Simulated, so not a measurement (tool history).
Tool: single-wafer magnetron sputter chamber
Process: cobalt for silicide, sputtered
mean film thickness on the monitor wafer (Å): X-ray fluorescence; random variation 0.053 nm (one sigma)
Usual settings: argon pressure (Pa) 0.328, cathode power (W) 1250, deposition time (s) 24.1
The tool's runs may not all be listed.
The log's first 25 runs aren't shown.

run     day  argon pressure (Pa)  cathode power (W)  deposition time (s)  read-back reference wafer on the same gauge, thickness_nm  mean film thickness on the monitor wafer (Å)
 26  28.992                0.365               1050                 24.1                                                     18.250                                        132.37
 27  30.029                0.411               1450                 25.9                                                     18.210                                        192.99
 28  31.275                0.328               1250                 24.1                                                     18.225                                        160.39
 29  32.029                0.328               1250                 24.1                                                     18.187                                        158.92
 30  32.662                0.328               1250                 24.1                                                     18.206                                        159.21
 31  33.342                0.328               1250                 24.1                                                     18.157                                        158.37
 32  34.221                0.328               1250                 24.1                                                     18.140                                        158.80
 33  35.662                0.328               1250                 24.1                                                     18.143                                        158.17
     36.500  -- sputter target and shields replaced
 34  36.521                0.257               1150                 26.3                                                     18.116                                        162.92
 35  37.579                0.328               1250                 28.7                                                     18.132                                        189.80

Forecast each of these 4 alternatives for the next run:
  A  37.596                0.328               1250                 28.3                                                          ?                                             ?
  B  37.596                0.382               1250                 24.1                                                          ?                                             ?
  C  37.596                0.451               1250                 24.1                                                          ?                                             ?
  D  37.596                0.281               1250                 22.2                                                          ?                                             ?

run  read-back reference wafer on the same gauge, thickness_nm  mean film thickness on the monitor wafer (Å)
  A                                                     18.095                                        186.34
  B                                                     18.095                                        155.89
  C                                                     18.095                                        152.41
  D                                                     18.095                                        148.47
Without the tool's hidden state the same runs would have given:
run  mean film thickness on the monitor wafer (Å)
  A                                        191.45
  B                                        160.16
  C                                        156.58
  D                                        152.54

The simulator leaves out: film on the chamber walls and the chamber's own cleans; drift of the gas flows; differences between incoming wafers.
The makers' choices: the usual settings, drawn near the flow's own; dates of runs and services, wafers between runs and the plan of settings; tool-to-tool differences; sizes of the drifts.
